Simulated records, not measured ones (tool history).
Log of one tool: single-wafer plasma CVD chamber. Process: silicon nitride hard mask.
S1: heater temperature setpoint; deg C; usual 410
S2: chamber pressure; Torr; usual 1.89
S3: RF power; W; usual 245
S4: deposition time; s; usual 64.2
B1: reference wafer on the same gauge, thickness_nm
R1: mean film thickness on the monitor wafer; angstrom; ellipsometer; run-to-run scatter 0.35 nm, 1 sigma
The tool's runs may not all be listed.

| run | hour | S1 | S2 | S3 | S4 | B1 | R1 |
|---|---|---|---|---|---|---|---|
| 1 | 0.0 | 410 | 1.89 | 275 | 64.2 | 68.639 | 763.45 |
| 2 | 31.3 | 410 | 1.89 | 245 | 64.2 | 68.441 | 696.38 |
| 3 | 142.7 | 410 | 1.89 | 245 | 64.2 | 68.505 | 690.08 |
|  | 147.4 | gauge calibrated |
| 4 | 200.6 | 410 | 1.89 | 245 | 64.2 | 71.782 | 731.18 |
| 5 | 242.0 | 410 | 1.89 | 245 | 72.1 | 71.599 | 819.09 |
| 6 | 353.2 | 405 | 1.89 | 245 | 57.5 | 71.455 | 651.93 |
| 7 | 401.0 | 410 | 2.28 | 245 | 64.2 | 71.065 | 741.20 |
| 8 | 446.4 | 423 | 2.07 | 280 | 72.0 | 71.080 | 899.15 |
| 9 | 517.3 | 424 | 2.36 | 210 | 55.7 | 70.817 | 564.14 |
| 10 | 580.5 | 410 | 2.17 | 245 | 64.2 | 70.670 | 732.27 |
|  | 620.5 | thermocouple changed; heater temperature recalibrated |
| 11 | 651.9 | 410 | 1.89 | 245 | 64.2 | 70.400 | 716.73 |
| 12 | 685.7 | 419 | 2.27 | 245 | 60.5 | 70.346 | 689.30 |
|  | 705.2 | showerhead replaced |
| 13 | 732.5 | 410 | 1.89 | 245 | 64.2 | 70.221 | 719.57 |
|  | 782.6 | RF generator calibrated |
| 14 | 783.1 | 410 | 1.89 | 215 | 72.4 | 70.184 | 722.36 |
| 15 | 803.2 | 424 | 1.89 | 245 | 57.2 | 70.021 | 630.13 |
| 16 | 912.6 | 410 | 1.89 | 210 | 64.2 | 69.810 | 631.10 |
| 17 | 961.5 | 410 | 1.62 | 245 | 64.2 | 69.793 | 698.10 |
| 18 | 1010.6 | 420 | 2.11 | 290 | 53.3 | 69.664 | 676.30 |
| 19 | 1080.4 | 415 | 1.89 | 265 | 71.8 | 69.745 | 839.65 |
| 20 | 1105.2 | 401 | 2.24 | 270 | 64.2 | 69.629 | 786.02 |
| 21 | 1138.5 | 410 | 2.06 | 245 | 76.3 | 69.653 | 857.80 |
| 22 | 1172.5 | 410 | 1.89 | 275 | 59.4 | 69.659 | 714.28 |
| 23 | 1203.8 | 397 | 1.89 | 220 | 60.8 | 69.478 | 619.37 |
|  | 1236.2 | capacitance manometer re-zeroed and calibrated |
| 24 | 1261.1 | 410 | 1.89 | 245 | 64.2 | 69.454 | 703.15 |
| 25 | 1327.5 | 410 | 1.89 | 245 | 71.5 | 69.478 | 783.32 |
| 26 | 1369.6 | 418 | 1.73 | 220 | 72.3 | 69.276 | 720.66 |
| 27 | 1408.6 | 410 | 1.89 | 245 | 64.2 | 69.244 | 709.24 |
| 28 | 1468.2 | 410 | 2.06 | 245 | 76.3 | 69.175 | 848.18 |

Consider 4 possible next runs. They are alternatives, not a sequence: every one starts from the tool as it was left by run 28. What does each give?
| A | 1468.6 | 410 | 1.89 | 245 | 64.2 | ? | ? |
| B | 1468.6 | 404 | 1.89 | 280 | 64.2 | ? | ? |
| C | 1468.6 | 410 | 2.10 | 245 | 64.2 | ? | ? |
| D | 1468.6 | 420 | 2.17 | 195 | 74.0 | ? | ? |

| run | B1 | R1 |
|---|---|---|
| A | 69.370 | 708.79 |
| B | 69.370 | 786.13 |
| C | 69.370 | 720.07 |
| D | 69.370 | 690.40 |
Without the tool's unlogged condition, the same runs would have read:
| run | R1 |
|---|---|
| A | 735.00 |
| B | 815.20 |
| C | 746.70 |
| D | 715.93 |
